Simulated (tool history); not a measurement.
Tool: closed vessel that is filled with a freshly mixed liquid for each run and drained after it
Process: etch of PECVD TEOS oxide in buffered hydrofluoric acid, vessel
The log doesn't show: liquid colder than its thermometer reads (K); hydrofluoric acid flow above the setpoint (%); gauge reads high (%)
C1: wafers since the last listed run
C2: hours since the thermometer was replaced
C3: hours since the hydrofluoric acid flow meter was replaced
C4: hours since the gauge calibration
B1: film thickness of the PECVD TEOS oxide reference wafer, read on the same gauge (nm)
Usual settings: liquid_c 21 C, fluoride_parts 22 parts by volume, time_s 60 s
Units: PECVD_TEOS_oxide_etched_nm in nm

Run 1, hour 0: usual settings; C1 0; C2 1201.6; C3 645.4; C4 1512.5; B1 38.76. Result: PECVD_TEOS_oxide_etched_nm 81.65 nm.
Run 2, hour 88.5: usual settings; C1 12367; C2 1290.1; C3 733.9; C4 1601; B1 38.68. Result: PECVD_TEOS_oxide_etched_nm 81.17 nm.
Run 3, hour 174.9: usual settings; C1 12073; C2 1376.5; C3 820.3; C4 1687.4; B1 38.67. Result: PECVD_TEOS_oxide_etched_nm 81.22 nm.
At hour 190.8: hydrofluoric acid flow meter replaced.
Run 4, hour 261.1: usual settings; C1 11905; C2 1462.7; C3 70.3; C4 1773.6; B1 38.54. Result: PECVD_TEOS_oxide_etched_nm 81.17 nm.
Run 5, hour 319.4: usual settings; C1 8146; C2 1521; C3 128.6; C4 1831.9; B1 38.5. Result: PECVD_TEOS_oxide_etched_nm 80.44 nm.
Run 6, hour 356: usual settings; C1 5114; C2 1557.6; C3 165.2; C4 1868.5; B1 38.45. Result: PECVD_TEOS_oxide_etched_nm 80.82 nm.
Run 7, hour 431.7: usual settings but time_s 70 s; C1 10578; C2 1633.3; C3 240.9; C4 1944.2; B1 38.43. Result: PECVD_TEOS_oxide_etched_nm 93.89 nm.
Run 8, hour 486.3: usual settings but time_s 70 s; C1 7629; C2 1687.9; C3 295.5; C4 1998.8; B1 38.32. Result: PECVD_TEOS_oxide_etched_nm 93.99 nm.
Run 9, hour 593.6: usual settings but liquid_c 18.5 C, fluoride_parts 26 parts by volume, time_s 30 s; C1 14994; C2 1795.2; C3 402.8; C4 2106.1; B1 38.24. Result: PECVD_TEOS_oxide_etched_nm 31.08 nm.
Run 10, hour 684: usual settings but liquid_c 23.5 C, fluoride_parts 29 parts by volume; C1 12632; C2 1885.6; C3 493.2; C4 2196.5; B1 38.19. Result: PECVD_TEOS_oxide_etched_nm 76.21 nm.
At hour 692.7: gauge calibrated.
Run 11, hour 771.4: usual settings; C1 12213; C2 1973; C3 580.6; C4 78.7; B1 39.77. Result: PECVD_TEOS_oxide_etched_nm 83.67 nm.
Run 12, hour 821.1: usual settings; C1 6945; C2 2022.7; C3 630.3; C4 128.4; B1 39.76. Result: PECVD_TEOS_oxide_etched_nm 84.09 nm.
Run 13, hour 879: usual settings but liquid_c 18.5 C, fluoride_parts 19.5 parts by volume; C1 8090; C2 2080.6; C3 688.2; C4 186.3; B1 39.7. Result: PECVD_TEOS_oxide_etched_nm 79.5 nm.
At hour 886.9: hydrofluoric acid flow meter replaced.
Run 14, hour 943.9: usual settings but liquid_c 25.5 C, fluoride_parts 18 parts by volume, time_s 70 s; C1 8929; C2 2145.5; C3 57; C4 251.2; B1 39.68. Result: PECVD_TEOS_oxide_etched_nm 147.22 nm.
Run 15, hour 999.6: usual settings but fluoride_parts 29.5 parts by volume, time_s 70 s; C1 7783; C2 2201.2; C3 112.7; C4 306.9; B1 39.57. Result: PECVD_TEOS_oxide_etched_nm 79.05 nm.
Run 16, hour 1037.4: usual settings but liquid_c 23 C, fluoride_parts 29 parts by volume, time_s 30 s; C1 5282; C2 2239; C3 150.5; C4 344.7; B1 39.56. Result: PECVD_TEOS_oxide_etched_nm 38.47 nm.
Run 17, hour 1106.5: usual settings but liquid_c 24.5 C, fluoride_parts 17.5 parts by volume, time_s 90 s; C1 9656; C2 2308.1; C3 219.6; C4 413.8; B1 39.56. Result: PECVD_TEOS_oxide_etched_nm 182.88 nm.
Run 18, hour 1156.8: usual settings but fluoride_parts 17 parts by volume; C1 7028; C2 2358.4; C3 269.9; C4 464.1; B1 39.49. Result: PECVD_TEOS_oxide_etched_nm 104.29 nm.
Run 19, hour 1256.9: usual settings but liquid_c 17 C; C1 13988; C2 2458.5; C3 370; C4 564.2; B1 39.39. Result: PECVD_TEOS_oxide_etched_nm 66.48 nm.
Run 20, hour 1360.2: usual settings but liquid_c 22.5 C, fluoride_parts 14 parts by volume; C1 14435; C2 2561.8; C3 473.3; C4 667.5; B1 39.33. Result: PECVD_TEOS_oxide_etched_nm 135 nm.
Run 21, hour 1452.8: usual settings but time_s 30 s; C1 12939; C2 2654.4; C3 565.9; C4 760.1; B1 39.23. Result: PECVD_TEOS_oxide_etched_nm 41.38 nm.
Run 22, hour 1550.4: usual settings; C1 13638; C2 2752; C3 663.5; C4 857.7; B1 39.15. Result: PECVD_TEOS_oxide_etched_nm 82.71 nm.
Run 23, hour 1597.3: usual settings but fluoride_parts 19.5 parts by volume, time_s 45 s; C1 6553; C2 2798.9; C3 710.4; C4 904.6; B1 39.08. Result: PECVD_TEOS_oxide_etched_nm 67.92 nm.
At hour 1668.5: thermometer replaced.
At hour 1672.3: hydrofluoric acid flow meter replaced.
Run 24, hour 1804.7: usual settings; C1 28702; C2 136.2; C3 132.4; C4 1112; B1 38.92. Result: PECVD_TEOS_oxide_etched_nm 81.55 nm.
Run 25, hour 1900.5: usual settings but time_s 50 s; C1 13387; C2 232; C3 228.2; C4 1207.8; B1 38.8. Result: PECVD_TEOS_oxide_etched_nm 68.1 nm.
Run 26, hour 1975.3: usual settings; C1 10452; C2 306.8; C3 303; C4 1282.6; B1 38.72. Result: PECVD_TEOS_oxide_etched_nm 81.57 nm.
Run 27, hour 2032.7: usual settings but liquid_c 19.5 C, fluoride_parts 30 parts by volume, time_s 80 s; C1 8021; C2 364.2; C3 360.4; C4 1340; B1 38.75. Result: PECVD_TEOS_oxide_etched_nm 81.21 nm.
Run 28, hour 2114.1: usual settings; C1 11374; C2 445.6; C3 441.8; C4 1421.4; B1 38.65. Result: PECVD_TEOS_oxide_etched_nm 81.42 nm.
Run 29, hour 2182.2: usual settings but liquid_c 26 C, fluoride_parts 25 parts by volume, time_s 95 s; C1 9516; C2 513.7; C3 509.9; C4 1489.5; B1 38.57. Result: PECVD_TEOS_oxide_etched_nm 155.15 nm.
Run 30, hour 2263.1: usual settings; C1 11305; C2 594.6; C3 590.8; C4 1570.4; B1 38.52. Result: PECVD_TEOS_oxide_etched_nm 80.92 nm.
At hour 2328.9: hydrofluoric acid flow meter replaced.
Run 31, hour 2362.4: usual settings but liquid_c 17 C, fluoride_parts 14.5 parts by volume; C1 13736; C2 693.9; C3 33.5; C4 1669.7; B1 38.41. Result: PECVD_TEOS_oxide_etched_nm 94.09 nm.
Run 32, hour 2458.6: usual settings; C1 13443; C2 790.1; C3 129.7; C4 1765.9; B1 38.34. Result: PECVD_TEOS_oxide_etched_nm 80.17 nm.
Run 33, hour 2560.3: usual settings but liquid_c 19 C; C1 14211; C2 891.8; C3 231.4; C4 1867.6; B1 38.24. Result: PECVD_TEOS_oxide_etched_nm 72.23 nm.

Hidden state or all else? Some run-to-run changes of PECVD_TEOS_oxide_etched_nm, split into what the settings, what came in and random variation would give without the hidden state, and what is left for the hidden state (with any gauge scatter that isn't in both results):
Run 8 -> 9: liquid_c 21 -> 18.5, fluoride_parts 22 -> 26, time_s 70 -> 30. PECVD_TEOS_oxide_etched_nm -62.91 nm: hidden state +2.65, all else -65.56.
Run 10 -> 11: liquid_c 23.5 -> 21, fluoride_parts 29 -> 22, gauge calibrated. PECVD_TEOS_oxide_etched_nm +7.46 nm: hidden state +3.21, all else +4.25.
Run 16 -> 17: liquid_c 23 -> 24.5, fluoride_parts 29 -> 17.5, time_s 30 -> 90. PECVD_TEOS_oxide_etched_nm +144.41 nm: hidden state -1.86, all else +146.27.
Run 17 -> 18: liquid_c 24.5 -> 21, fluoride_parts 17.5 -> 17, time_s 90 -> 60. PECVD_TEOS_oxide_etched_nm -78.59 nm: hidden state +0.86, all else -79.45.
Run 20 -> 21: liquid_c 22.5 -> 21, fluoride_parts 14 -> 22, time_s 60 -> 30. PECVD_TEOS_oxide_etched_nm -93.62 nm: hidden state +1.6, all else -95.22.
Run 28 -> 29: liquid_c 21 -> 26, fluoride_parts 22 -> 25, time_s 60 -> 95. PECVD_TEOS_oxide_etched_nm +73.73 nm: hidden state -2.83, all else +76.56.
